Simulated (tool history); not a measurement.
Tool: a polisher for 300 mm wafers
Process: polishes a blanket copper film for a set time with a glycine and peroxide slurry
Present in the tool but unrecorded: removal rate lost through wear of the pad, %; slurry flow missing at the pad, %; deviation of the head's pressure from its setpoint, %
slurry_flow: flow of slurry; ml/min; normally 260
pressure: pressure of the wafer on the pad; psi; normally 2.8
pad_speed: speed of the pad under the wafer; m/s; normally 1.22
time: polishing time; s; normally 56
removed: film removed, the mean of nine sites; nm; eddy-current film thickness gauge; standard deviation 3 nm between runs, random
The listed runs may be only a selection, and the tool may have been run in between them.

run	hour	slurry_flow	pressure	pad_speed	time	wafers since the last listed run	wafers polished on this pad	hours since the slurry nozzle was cleaned	hours since the head pressure was calibrated	incoming thickness of the incoming film, nm	removed
1	0	260	3.2	1.22	56	0	428	329.8	932.7	2279.2	357.4
2	16.4	260	3.2	1.22	56	118	546	346.2	949.1	2277.9	360.1
3	26	260	2.8	1.22	56	69	616	355.8	958.7	2304.4	318.2
4	37.6	260	2.8	1.22	56	84	700	367.4	970.3	2279.1	323.9
5	54.3	260	2.8	1.22	56	120	821	384.1	987	2289.9	325.4
6	61	260	2.8	1.22	56	48	869	390.8	993.7	2243.7	318.8
# hour 67.8: worn pad replaced by a new one
7	68.4	260	2.8	1.22	56	24	4	398.2	1001.1	2293.4	337.7
8	81.4	260	2.8	1.22	56	94	98	411.2	1014.1	2333.9	330.8
# hour 88.3: head pressure recalibrated
9	88.8	260	2.8	1.22	56	39	137	418.6	0.5	2256.7	330.8
10	105.9	260	2.8	1.22	56	123	261	435.7	17.6	2291.6	329.2
11	118.8	285	2.8	1.22	56	93	354	448.6	30.5	2271.7	323.9
12	128.2	210	2.8	1.22	68	68	422	458	39.9	2306.3	382.2
# hour 132.7: slurry nozzle cleaned
13	142.5	260	2.8	1.38	56	96	519	9.8	54.2	2271.5	360.9
14	151.5	350	2.8	1.5	56	65	584	18.8	63.2	2280.4	387.4
15	160.1	260	2.8	1.22	42	62	646	27.4	71.8	2268.9	236.3
16	172.4	295	2.8	1.22	56	89	735	39.7	84.1	2251.1	326.5
17	179	350	3.4	1.42	36	47	783	46.3	90.7	2301.7	284.9
18	189.7	260	2.8	1.22	45	77	860	57	101.4	2268.9	255.4
19	203.8	180	3.6	1.36	36	102	963	71.1	115.5	2301.4	261.5
# hour 217.2: worn pad replaced by a new one
20	218.9	215	2.8	1.22	56	80	12	86.2	130.6	2231	326
21	227.4	260	2.8	1.22	56	61	73	94.7	139.1	2270.9	329.6
22	240.5	260	2.8	1.22	56	94	168	107.8	152.2	2262	326.1
23	256.7	260	2.8	1.22	56	117	285	124	168.4	2226.5	323.8
24	266.6	260	2.8	1.22	56	71	357	133.9	178.3	2292.3	318.9
25	276.7	260	3.6	1.22	56	73	430	144	188.4	2305.7	396.8
26	283.2	185	2.8	1.22	56	47	477	150.5	194.9	2313.4	308.1
27	298.3	235	2.3	1.08	47	109	587	165.6	210	2283.5	206
28	313.6	315	2	0.92	75	110	697	180.9	225.3	2296.1	271
29	329.9	260	2.8	1.22	56	118	815	197.2	241.6	2246.7	317
# hour 347.5: worn pad replaced by a new one
30	348	260	2.8	1.22	73	102	3	215.3	259.7	2270.7	440
31	363.1	260	2.8	1.22	56	109	113	230.4	274.8	2291.1	334.2
32	374.8	350	2.8	1.22	56	84	197	242.1	286.5	2257.1	334.3
33	392.7	185	2.8	1.22	71	129	327	260	304.4	2246.2	387.9
34	408	175	2.8	1.22	44	110	438	275.3	319.7	2257.3	240.3
35	416.6	290	2.8	1.22	56	62	500	283.9	328.3	2259.4	321
36	462.1	260	2.8	1.36	56	329	829	329.4	373.8	2308.4	346.7

Exercise: give the hidden state of the tool at every run:
slurry flow missing at the pad, %: 0 across all the runs
deviation of the head's pressure from its setpoint, %: 0 across all the runs
H1: removal rate lost through wear of the pad, %
run	H1
1	4.24
2	4.7
3	4.91
4	5.1
5	5.31
6	5.37
7	0.372
8	1.75
9	2.38
10	3.49
11	4.09
12	4.43
13	4.83
14	5.03
15	5.18
16	5.36
17	5.43
18	5.54
19	5.64
20	0.91
21	1.83
22	2.96
23	3.97
24	4.43
25	4.81
26	5.01
27	5.38
28	5.65
29	5.86
30	0.71
31	2.28
32	3.18
33	4.19
34	4.78
35	5.04
36	5.82

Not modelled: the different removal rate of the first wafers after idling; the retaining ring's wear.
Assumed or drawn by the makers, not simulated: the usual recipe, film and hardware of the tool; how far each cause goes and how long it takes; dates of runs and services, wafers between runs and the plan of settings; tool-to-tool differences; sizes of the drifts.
